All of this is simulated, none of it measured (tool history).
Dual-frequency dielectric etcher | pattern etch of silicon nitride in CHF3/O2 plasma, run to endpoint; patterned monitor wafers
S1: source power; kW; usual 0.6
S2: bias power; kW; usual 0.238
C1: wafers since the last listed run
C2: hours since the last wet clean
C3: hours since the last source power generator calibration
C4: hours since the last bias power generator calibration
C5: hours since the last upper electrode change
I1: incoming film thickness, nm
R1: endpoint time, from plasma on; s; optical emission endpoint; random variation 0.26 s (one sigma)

run,hour,S1,S2,C1,C2,C3,C4,C5,I1,R1
1,0,0.55,0.238,0,330.3,1072.8,1725.3,2169.2,77.7,47.6
2,41.7,0.52,0.238,531,372,1114.5,1767,2210.9,76.5,47.3
3,112.5,0.55,0.251,902,442.8,1185.3,1837.8,2281.7,75.9,45.9
4,212.1,0.6,0.238,1270,542.4,1284.9,1937.4,2381.3,76.8,46.6
# hour 276.5: wet clean of the chamber
5,277,0.6,0.238,521,0.5,1349.8,2002.3,2446.2,76.2,43.8
6,345.8,0.6,0.238,877,69.3,1418.6,2071.1,2515,76.3,44.3
7,436.6,0.6,0.238,1157,160.1,1509.4,2161.9,2605.8,76,44.5
8,527.6,0.6,0.238,1160,251.1,1600.4,2252.9,2696.8,76.1,45.3
9,627.6,0.6,0.238,1275,351.1,1700.4,2352.9,2796.8,76.3,45.5
10,716.3,0.6,0.238,1131,439.8,1789.1,2441.6,2885.5,75.6,45.5
11,770.1,0.6,0.238,686,493.6,1842.9,2495.4,2939.3,76.2,46.2
12,825.4,0.6,0.274,705,548.9,1898.2,2550.7,2994.6,76,44.3
# hour 900.3: bias power generator calibrated
13,917.7,0.6,0.274,1126,641.2,1990.5,17.4,3086.9,75.2,44
# hour 949.7: upper electrode replaced
# hour 954.1: wet clean of the chamber
14,1007.1,0.6,0.238,777,53,2079.9,106.8,57.4,76.3,44.3
15,1060.8,0.49,0.207,684,106.7,2133.6,160.5,111.1,76.3,48.8
16,1114.2,0.6,0.213,680,160.1,2187,213.9,164.5,75.5,46.3
17,1200.9,0.6,0.214,1105,246.8,2273.7,300.6,251.2,76,46.7
18,1266.5,0.65,0.186,836,312.4,2339.3,366.2,316.8,75.6,47.2
19,1358.9,0.6,0.238,1178,404.8,2431.7,458.6,409.2,76.3,45.2
20,1455.2,0.73,0.265,1228,501.1,2528,554.9,505.5,75.9,41.5
21,1508,0.46,0.182,673,553.9,2580.8,607.7,558.3,75.5,54.1
22,1587.5,0.46,0.238,1013,633.4,2660.3,687.2,637.8,75.8,49.7
# hour 1601: source power generator calibrated
# hour 1653: wet clean of the chamber
23,1678.7,0.6,0.238,805,25.7,77.7,778.4,729,75.7,43.8
24,1731.3,0.7,0.181,670,78.3,130.3,831,781.6,75.4,45.9
25,1824.1,0.6,0.276,1183,171.1,223.1,923.8,874.4,76.1,42.7
26,1890.3,0.6,0.238,844,237.3,289.3,990,940.6,76,45
27,1975.9,0.48,0.184,1091,322.9,374.9,1075.6,1026.2,76.1,52.1
28,2039,0.47,0.238,804,386,438,1138.7,1089.3,75.8,49.3
29,2291.7,0.6,0.221,3222,638.7,690.7,1391.4,1342,75.3,47.4
# hour 2333.3: wet clean of the chamber
30,2386,0.47,0.197,896,52.7,785,1485.7,1436.3,75.8,50.8
31,2464.2,0.49,0.218,997,130.9,863.2,1563.9,1514.5,76.6,48.6
32,2509.4,0.55,0.189,576,176.1,908.4,1609.1,1559.7,75.7,49.2
33,2590.1,0.6,0.238,1029,256.8,989.1,1689.8,1640.4,76.3,45.4
34,2688.9,0.6,0.203,1259,355.6,1087.9,1788.6,1739.2,75.9,47.7

How the hidden state differs across the entries between the runs, from the last listed run before each to the first after it:
Between runs 4 and 5: wet clean of the chamber (hour 276.5)
  etch rate over this chamber's usual, %: -4.13 -> -0.0554
  measured less the result without the state, R1: +1.9 -> +0 s
Between runs 12 and 13: bias power generator calibrated (hour 900.3)
  etch rate over this chamber's usual, %: -4.37 -> -5.09
  measured less the result without the state, R1: +1.9 -> +2.2 s
Between runs 13 and 14: upper electrode replaced (hour 949.7); wet clean of the chamber (hour 954.1)
  etch rate over this chamber's usual, %: -5.09 -> -0.0668
  measured less the result without the state, R1: +2.2 -> +0 s
Between runs 22 and 23: source power generator calibrated (hour 1601); wet clean of the chamber (hour 1653)
  etch rate over this chamber's usual, %: -4.63 -> 0.000823
  measured less the result without the state, R1: +2.3 -> +0 s
Between runs 29 and 30: wet clean of the chamber (hour 2333.3)
  etch rate over this chamber's usual, %: -4.82 -> -0.636
  measured less the result without the state, R1: +2.3 -> +0.3 s
